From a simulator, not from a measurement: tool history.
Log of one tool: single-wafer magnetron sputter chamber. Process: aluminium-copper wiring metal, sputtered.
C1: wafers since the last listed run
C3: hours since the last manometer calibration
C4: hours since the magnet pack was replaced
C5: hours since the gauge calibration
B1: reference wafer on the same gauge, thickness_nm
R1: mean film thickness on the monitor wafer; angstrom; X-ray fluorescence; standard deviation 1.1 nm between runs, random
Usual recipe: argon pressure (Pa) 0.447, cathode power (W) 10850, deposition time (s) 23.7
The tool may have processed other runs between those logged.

run 1 hour=0.0 | argon_pressure_(Pa)=0.447 cathode_power_(W)=10850 deposition_time_(s)=23.7 | C1=0 wafers_on_the_sputter_target=3317 C3=2067.2 C4=8006.8 C5=681.6 | B1=483.631 | R1=4613.55
run 2 hour=93.3 | argon_pressure_(Pa)=0.447 cathode_power_(W)=10850 deposition_time_(s)=23.7 | C1=2322 wafers_on_the_sputter_target=5639 C3=2160.5 C4=8100.1 C5=774.9 | B1=484.122 | R1=4628.91
run 3 hour=173.7 | argon_pressure_(Pa)=0.325 cathode_power_(W)=10850 deposition_time_(s)=22.6 | C1=2001 wafers_on_the_sputter_target=7640 C3=2240.9 C4=8180.5 C5=855.3 | B1=484.216 | R1=4640.55
run 4 hour=210.8 | argon_pressure_(Pa)=0.325 cathode_power_(W)=10850 deposition_time_(s)=22.6 | C1=923 wafers_on_the_sputter_target=8563 C3=2278.0 C4=8217.6 C5=892.4 | B1=484.453 | R1=4653.02
-- hour=243.0 sputter target and shields replaced
run 5 hour=300.1 | argon_pressure_(Pa)=0.325 cathode_power_(W)=10850 deposition_time_(s)=22.6 | C1=2023 wafers_on_the_sputter_target=1422 C3=2367.3 C4=8306.9 C5=981.7 | B1=484.717 | R1=4633.84
run 6 hour=338.7 | argon_pressure_(Pa)=0.447 cathode_power_(W)=10850 deposition_time_(s)=23.7 | C1=960 wafers_on_the_sputter_target=2382 C3=2405.9 C4=8345.5 C5=1020.3 | B1=484.591 | R1=4654.80
run 7 hour=436.0 | argon_pressure_(Pa)=0.447 cathode_power_(W)=10850 deposition_time_(s)=23.7 | C1=2421 wafers_on_the_sputter_target=4804 C3=2503.2 C4=8442.8 C5=1117.6 | B1=485.140 | R1=4655.12
run 8 hour=491.0 | argon_pressure_(Pa)=0.447 cathode_power_(W)=10850 deposition_time_(s)=23.7 | C1=1368 wafers_on_the_sputter_target=6173 C3=2558.2 C4=8497.8 C5=1172.6 | B1=485.160 | R1=4635.36
-- hour=530.9 sputter target and shields replaced
run 9 hour=592.5 | argon_pressure_(Pa)=0.447 cathode_power_(W)=10850 deposition_time_(s)=23.7 | C1=2327 wafers_on_the_sputter_target=1532 C3=2659.7 C4=8599.3 C5=1274.1 | B1=485.540 | R1=4638.94
run 10 hour=634.8 | argon_pressure_(Pa)=0.447 cathode_power_(W)=10850 deposition_time_(s)=23.7 | C1=1052 wafers_on_the_sputter_target=2585 C3=2702.0 C4=8641.6 C5=1316.4 | B1=485.240 | R1=4640.19
run 11 hour=672.0 | argon_pressure_(Pa)=0.447 cathode_power_(W)=10850 deposition_time_(s)=23.7 | C1=925 wafers_on_the_sputter_target=3511 C3=2739.2 C4=8678.8 C5=1353.6 | B1=485.686 | R1=4664.28
-- hour=708.7 capacitance manometer re-zeroed and calibrated
run 12 hour=726.8 | argon_pressure_(Pa)=0.447 cathode_power_(W)=10850 deposition_time_(s)=23.7 | C1=1164 wafers_on_the_sputter_target=4676 C3=18.1 C4=8733.6 C5=1408.4 | B1=485.854 | R1=4645.35
run 13 hour=807.5 | argon_pressure_(Pa)=0.447 cathode_power_(W)=9050 deposition_time_(s)=23.7 | C1=2008 wafers_on_the_sputter_target=6684 C3=98.8 C4=8814.3 C5=1489.1 | B1=485.794 | R1=4113.33
-- hour=818.7 sputter target and shields replaced
-- hour=860.5 gauge calibrated
run 14 hour=881.3 | argon_pressure_(Pa)=0.447 cathode_power_(W)=10850 deposition_time_(s)=23.7 | C1=1637 wafers_on_the_sputter_target=1558 C3=172.6 C4=8888.1 C5=20.8 | B1=473.552 | R1=4542.62
run 15 hour=926.6 | argon_pressure_(Pa)=0.447 cathode_power_(W)=10850 deposition_time_(s)=25.0 | C1=1127 wafers_on_the_sputter_target=2686 C3=217.9 C4=8933.4 C5=66.1 | B1=474.205 | R1=4791.50

For run 16, what comes out?
run 16 hour=1013.0 | argon_pressure_(Pa)=0.365 cathode_power_(W)=10050 deposition_time_(s)=19.3 | C1=2150 wafers_on_the_sputter_target=4836 C3=304.3 C4=9019.8 C5=152.5 | B1=? | R1=?

{"run 16": {"B1": 475.789, "R1": 3627.78}}
Minus the tool's unlogged condition, the same run would have read R1 3622.42 angstrom.

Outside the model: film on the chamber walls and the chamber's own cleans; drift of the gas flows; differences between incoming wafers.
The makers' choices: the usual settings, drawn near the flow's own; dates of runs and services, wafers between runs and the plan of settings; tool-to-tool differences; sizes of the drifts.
